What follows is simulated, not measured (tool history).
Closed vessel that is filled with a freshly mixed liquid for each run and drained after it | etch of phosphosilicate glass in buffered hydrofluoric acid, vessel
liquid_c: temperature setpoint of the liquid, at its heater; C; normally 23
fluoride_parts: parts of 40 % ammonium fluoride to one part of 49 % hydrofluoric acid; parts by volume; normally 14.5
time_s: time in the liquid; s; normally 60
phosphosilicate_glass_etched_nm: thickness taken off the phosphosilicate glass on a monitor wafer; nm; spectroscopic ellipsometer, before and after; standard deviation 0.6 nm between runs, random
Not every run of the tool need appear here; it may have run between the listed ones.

run	hour	liquid_c	fluoride_parts	time_s	wafers since the last listed run	hours since the thermometer was replaced	hours since the hydrofluoric acid flow meter was replaced	hours since the gauge calibration	read-back film thickness of the phosphosilicate glass reference wafer, read on the same gauge (nm)	phosphosilicate_glass_etched_nm
1	0	23	14.5	60	0	2755.5	2503.4	264	60	111.13
2	17.1	20	14.5	60	1736	2772.6	2520.5	281.1	59.98	93.16
3	25.1	20	14.5	60	812	2780.6	2528.5	289.1	60.03	94.18
4	37.1	23	16.5	60	1218	2792.6	2540.5	301.1	60.04	97.14
5	46.6	23	16.5	60	964	2802.1	2550	310.6	60.03	97.51
6	52.9	23	14.5	60	639	2808.4	2556.3	316.9	60.01	110.7
7	70.5	23	14.5	60	1787	2826	2573.9	334.5	59.98	110.36
8	78.5	23	17	80	812	2834	2581.9	342.5	60	124.95
# hour 93.7: thermometer replaced
9	96.3	23	17	80	1706	2.6	2599.7	360.3	60.01	144.21
10	106.3	23	17	80	1015	12.6	2609.7	370.3	59.98	142.99
11	119	23	14.5	60	1289	25.3	2622.4	383	60.02	125.9
# hour 124.7: gauge calibrated
12	135.7	23	14.5	60	1696	42	2639.1	11	60	126.56
13	145.3	23	14.5	60	974	51.6	2648.7	20.6	60.01	125.24
14	160.1	23	14.5	60	1503	66.4	2663.5	35.4	59.99	124.68
15	166.8	23	14.5	60	680	73.1	2670.2	42.1	60	124.68
16	182.3	19	19	30	1574	88.6	2685.7	57.6	59.99	39.47
17	190.2	23	14.5	60	802	96.5	2693.6	65.5	60.01	125.76
18	198.9	21.5	14.5	40	883	105.2	2702.3	74.2	60.01	77
# hour 206.4: hydrofluoric acid flow meter replaced
19	211	23	14.5	60	1127	117.3	4.6	86.3	59.98	145.04
20	227.1	23	19.5	40	1635	133.4	20.7	102.4	60.01	72.13
21	243.3	19.5	14.5	80	1645	149.6	36.9	118.6	60	157.67
22	260.2	20	14.5	80	1716	166.5	53.8	135.5	59.98	161.77
23	268.7	23	19.5	40	863	175	62.3	144	60.03	71.68
24	277.1	21.5	14.5	60	853	183.4	70.7	152.4	59.96	131.33
25	285	28	14.5	70	802	191.3	78.6	160.3	60	219.54
26	300.1	23	14.5	60	1533	206.4	93.7	175.4	60.02	143.43
27	309.5	21	20	95	954	215.8	103.1	184.8	59.97	148.86
28	321.2	25.5	19.5	60	1188	227.5	114.8	196.5	60	122.58
29	338.9	23	14.5	70	1797	245.2	132.5	214.2	59.94	165.98
30	345	26	10	45	619	251.3	138.6	220.3	60.06	182.46
31	355.2	23	14.5	60	1035	261.5	148.8	230.5	59.99	142.44

Hidden state at the last listed run before each entry between runs and at the first one after, where it differs:
From run 8 to run 9: thermometer replaced (hour 93.7)
  liquid colder than its thermometer reads (K): 2.98 -> 0.489; hydrofluoric acid flow below the setpoint (%): 13.6 -> 13.7
  measured less the result without the state, phosphosilicate_glass_etched_nm: -45.41 -> -27.11 nm
From run 11 to run 12: gauge calibrated (hour 124.7)
  liquid colder than its thermometer reads (K): 0.511 -> 0.528; hydrofluoric acid flow below the setpoint (%): 13.8 -> 13.9
  measured less the result without the state, phosphosilicate_glass_etched_nm: -23.97 -> -24.41 nm
From run 18 to run 19: hydrofluoric acid flow meter replaced (hour 206.4)
  liquid colder than its thermometer reads (K): 0.591 -> 0.603; hydrofluoric acid flow below the setpoint (%): 14.2 -> 0.416
  measured less the result without the state, phosphosilicate_glass_etched_nm: -15.52 -> -5.49 nm

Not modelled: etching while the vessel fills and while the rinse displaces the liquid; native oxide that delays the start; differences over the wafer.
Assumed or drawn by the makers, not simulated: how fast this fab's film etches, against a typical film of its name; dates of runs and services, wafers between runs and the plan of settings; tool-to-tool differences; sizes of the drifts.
